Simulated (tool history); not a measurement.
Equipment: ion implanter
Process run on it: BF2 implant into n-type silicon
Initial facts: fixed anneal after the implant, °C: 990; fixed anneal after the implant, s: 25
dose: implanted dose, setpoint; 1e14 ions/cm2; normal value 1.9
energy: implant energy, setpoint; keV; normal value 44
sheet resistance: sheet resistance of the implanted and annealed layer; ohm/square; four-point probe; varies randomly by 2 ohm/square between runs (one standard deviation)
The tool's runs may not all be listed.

run     day  dose  energy  read-back reference wafer on the same gauge, sheet resistance  sheet resistance
  1       0  1.52      44                                                         389.99            571.55
  2   1.962  1.52      44                                                         390.37            567.14
  3   3.754  1.52      44                                                         390.22             571.3
  4    6.75   1.9      44                                                         390.46            472.32
  5   8.862   1.9      44                                                         390.33            474.13
  6   11.55   1.9      44                                                         390.19            476.92
  7  13.533   1.7      56                                                         390.75            504.16
  8  15.821   1.7      56                                                          390.5            498.61
  9    17.5   1.7      56                                                         390.92             501.7
 10  18.912   1.9      44                                                         390.49             476.2
 11  19.954   1.9      44                                                         389.96            475.69
 12  21.742   1.9      44                                                          390.1            473.97
 13  24.562  1.66    49.5                                                         389.96            518.12
 14  25.671  1.66    49.5                                                         390.39            521.74
 15  27.721   1.9    32.5                                                         389.62            489.82
 16  30.162   1.9      44                                                         390.42            475.66
     30.917  -- gauge calibrated
 17      32  2.36      53                                                         390.02            388.84
 18  34.438  2.05    31.5                                                         389.61            460.66
 19  36.554   1.9    54.5                                                         390.07            460.48
 20  39.275  2.22    38.5                                                          389.6            423.16
 21  42.179  1.59      55                                                         389.77            528.56
 22  45.125   1.6      51                                                         389.95             534.4
     46.188  -- Faraday cup replaced and dose calibrated
 23  47.054  2.28      52                                                          390.3            409.97
 24  49.704  1.45      54                                                         390.07            578.31
 25  50.925  2.43    39.5                                                         389.81            403.39
     52.883  -- extraction supply calibrated
 26  52.904   1.9      44                                                         389.67            479.19
 27  54.362  2.28    37.5                                                         390.53             422.2
 28  56.946  2.45      44                                                         390.05             392.5
 29  58.642  1.76    33.5                                                          390.3            520.35
 30  60.096  2.24    55.5                                                         390.11            406.92
 31  61.692  1.76    29.5                                                         390.33            530.15
 32  66.167   1.9      44                                                         389.81            475.54
 33  68.875   1.9      44                                                         390.44            475.89
 34  73.496   1.9      37                                                         389.12            482.76
 35  75.896  2.15    57.5                                                         390.48            416.23
 36  77.762  1.36      32                                                         389.43            641.22

Each row is a separate what-if for the run after 36, all from the same tool condition, not one after another. Results?
  A  77.779   1.9      44                                                              ?                 ?
  B  77.779   1.9    31.5                                                              ?                 ?
  C  77.779  1.66    32.5                                                              ?                 ?
  D  77.779  1.37      30                                                              ?                 ?
  E  77.779  2.34      55                                                              ?                 ?

run  read-back reference wafer on the same gauge, sheet resistance  sheet resistance
  A                                                          389.7            477.63
  B                                                          389.7            493.05
  C                                                          389.7            547.94
  D                                                          389.7            645.44
  E                                                          389.7            394.23
Without the tool's hidden state the same runs would have given:
run  sheet resistance
  A            483.89
  B            499.81
  C            555.33
  D            654.24
  E             399.6
